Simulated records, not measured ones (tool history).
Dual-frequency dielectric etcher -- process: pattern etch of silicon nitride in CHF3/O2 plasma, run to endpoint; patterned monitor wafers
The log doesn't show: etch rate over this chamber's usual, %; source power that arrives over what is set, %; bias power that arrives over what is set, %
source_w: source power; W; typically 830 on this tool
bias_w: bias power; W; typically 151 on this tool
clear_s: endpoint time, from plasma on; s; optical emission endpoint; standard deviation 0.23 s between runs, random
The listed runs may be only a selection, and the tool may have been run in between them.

run	day	source_w	bias_w	wafers since the last listed run	hours since the last wet clean	hours since the last source power generator calibration	hours since the last bias power generator calibration	hours since the last upper electrode change	incoming incoming film thickness, nm	clear_s
1	0.000	830	174	0	301.0	3994.6	4065.1	3372.7	69.8	43.8
2	1.104	830	174	263	327.5	4021.1	4091.6	3399.2	69.4	43.5
3	4.083	830	151	711	399.0	4092.6	4163.1	3470.7	69.5	44.6
# day 5.521: wet clean of the chamber
4	11.833	830	151	1613	151.5	4278.6	4349.1	3656.7	69.7	45.0
5	13.250	830	151	338	185.5	4312.6	4383.1	3690.7	69.8	44.7
# day 13.433: source power generator calibrated
6	14.300	830	128	211	210.7	20.8	4408.3	3715.9	69.9	46.3
7	16.096	830	151	429	253.8	63.9	4451.4	3759.0	70.4	45.6
8	17.917	830	151	435	297.5	107.6	4495.1	3802.7	69.6	45.2
9	20.400	830	151	593	357.1	167.2	4554.7	3862.3	69.8	45.0
# day 22.354: wet clean of the chamber
10	22.375	710	151	232	0.5	214.6	4602.1	3909.7	69.9	47.6
11	23.588	950	151	289	29.6	243.7	4631.2	3938.8	69.0	42.6
12	25.788	770	140	525	82.4	296.5	4684.0	3991.6	69.8	46.9
13	28.246	1010	134	587	141.4	355.5	4743.0	4050.6	69.6	42.7
14	30.558	680	136	552	196.9	411.0	4798.5	4106.1	69.3	48.5
15	32.858	990	182	549	252.1	466.2	4853.7	4161.3	69.8	40.6
16	35.271	630	151	576	310.0	524.1	4911.6	4219.2	69.2	49.2
17	36.921	690	151	394	349.6	563.7	4951.2	4258.8	69.7	47.8
18	38.117	920	117	285	378.3	592.4	4979.9	4287.5	69.6	45.2
# day 41.304: wet clean of the chamber
# day 42.188: upper electrode replaced
19	42.208	830	151	527	21.7	690.6	5078.1	0.5	69.8	44.8
20	42.992	1020	141	187	40.5	709.4	5096.9	19.3	69.5	42.4
21	45.104	830	151	504	91.2	760.1	5147.6	70.0	69.3	44.9
# day 45.596: bias power generator calibrated
22	47.267	830	138	476	143.1	812.0	40.1	121.9	70.3	45.9
23	49.688	630	133	578	201.2	870.1	98.2	180.0	70.2	51.3
24	51.162	830	151	352	236.6	905.5	133.6	215.4	70.5	45.6
25	52.225	700	176	253	262.1	931.0	159.1	240.9	70.2	46.8
26	54.142	710	151	458	308.1	977.0	205.1	286.9	69.6	47.2
27	56.104	930	131	468	355.2	1024.1	252.2	334.0	69.4	43.8
28	57.704	830	151	382	393.6	1062.5	290.6	372.4	70.4	45.5
29	59.688	750	168	473	441.2	1110.1	338.2	420.0	70.1	46.0
# day 60.858: wet clean of the chamber
30	62.554	830	151	446	40.7	1178.9	407.0	488.8	70.2	45.8
31	63.971	670	135	338	74.7	1212.9	441.0	522.8	70.1	50.0
32	65.896	620	151	460	120.9	1259.1	487.2	569.0	70.1	49.6
33	67.871	690	188	471	168.3	1306.5	534.6	616.4	69.9	46.1
34	69.550	670	151	401	208.6	1346.8	574.9	656.7	70.0	48.8

Below are 5 alternative next runs, each starting from the tool's condition after run 34. Predict each:
A	69.567	830	151	3	209.0	1347.2	575.3	657.1	69.0	?
B	69.567	920	124	3	209.0	1347.2	575.3	657.1	69.0	?
C	69.567	920	166	3	209.0	1347.2	575.3	657.1	69.0	?
D	69.567	830	115	3	209.0	1347.2	575.3	657.1	69.0	?
E	69.567	990	120	3	209.0	1347.2	575.3	657.1	69.0	?

run	clear_s
A	44.8
B	44.7
C	42.5
D	47.0
E	43.8
The same runs, with their run-to-run variation unchanged, on a tool lacking any hidden condition would have given:
run	clear_s
A	44.8
B	44.7
C	42.5
D	47.0
E	43.8
